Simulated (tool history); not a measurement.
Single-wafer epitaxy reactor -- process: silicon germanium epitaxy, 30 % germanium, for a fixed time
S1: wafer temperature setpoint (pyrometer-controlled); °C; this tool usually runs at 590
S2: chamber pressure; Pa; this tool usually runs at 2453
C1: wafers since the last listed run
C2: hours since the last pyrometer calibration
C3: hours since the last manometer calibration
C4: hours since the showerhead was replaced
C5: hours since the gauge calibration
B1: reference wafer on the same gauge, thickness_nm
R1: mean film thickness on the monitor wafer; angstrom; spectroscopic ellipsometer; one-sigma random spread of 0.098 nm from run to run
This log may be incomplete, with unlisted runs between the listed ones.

run,hour,S1,S2,C1,C2,C3,C4,C5,B1,R1
1,0,590,2453,0,1305.5,2813.2,1971.5,115.5,45.911,470.56
2,16.5,590,2453,215,1322,2829.7,1988,132,45.891,470.9
3,36.1,590,2453,255,1341.6,2849.3,2007.6,151.6,45.906,469.8
4,64.9,585,2186,375,1370.4,2878.1,2036.4,180.4,45.904,404.8
5,77.7,585,2186,166,1383.2,2890.9,2049.2,193.2,45.905,404.77
6,106.5,585,2186,375,1412,2919.7,2078,222,45.913,405.22
7,120.3,590,2666,179,1425.8,2933.5,2091.8,235.8,45.894,483.67
# hour 124.1: gauge calibrated
8,135.6,590,2640,199,1441.1,2948.8,2107.1,11.5,45.902,480.83
# hour 156.8: capacitance manometer re-zeroed and calibrated
9,169,590,2306,331,1474.5,12.2,2140.5,44.9,45.91,460.27
10,195.4,585,2453,344,1500.9,38.6,2166.9,71.3,45.915,422.11
11,207.6,590,2453,159,1513.1,50.8,2179.1,83.5,45.878,468.86
12,222.2,590,2453,190,1527.7,65.4,2193.7,98.1,45.893,468.63
13,255.2,605,2213,430,1560.7,98.4,2226.7,131.1,45.883,619.33
14,278.5,580,2946,303,1584,121.7,2250,154.4,45.896,404.62
# hour 294.9: pyrometer calibrated
# hour 309.8: showerhead replaced
15,310.3,590,2453,205,15.4,153.5,0.5,186.2,45.89,470.89
16,314.9,604,2146,59,20,158.1,5.1,190.8,45.901,599.5
# hour 320.2: gauge calibrated
17,329.1,581,2453,185,34.2,172.3,19.3,8.9,45.915,385.62
18,344.2,586,2173,196,49.3,187.4,34.4,24,45.907,413.26
19,358.9,595,2186,191,64,202.1,49.1,38.7,45.899,500.26
20,390.3,594,2240,409,95.4,233.5,80.5,70.1,45.892,495.5
21,407.6,599,2240,225,112.7,250.8,97.8,87.4,45.9,549.76

Below are 3 alternative next runs, each starting from the tool's condition after run 21. Predict each:
A,408,590,2453,5,113.1,251.2,98.2,87.8,?,?
B,408,597,2280,5,113.1,251.2,98.2,87.8,?,?
C,408,576,2773,5,113.1,251.2,98.2,87.8,?,?

run,B1,R1
A,45.906,469.43
B,45.906,530.33
C,45.906,361.86
The same runs, with their run-to-run variation unchanged, on a tool lacking any hidden condition would have given:
run,R1
A,469.43
B,530.33
C,361.86
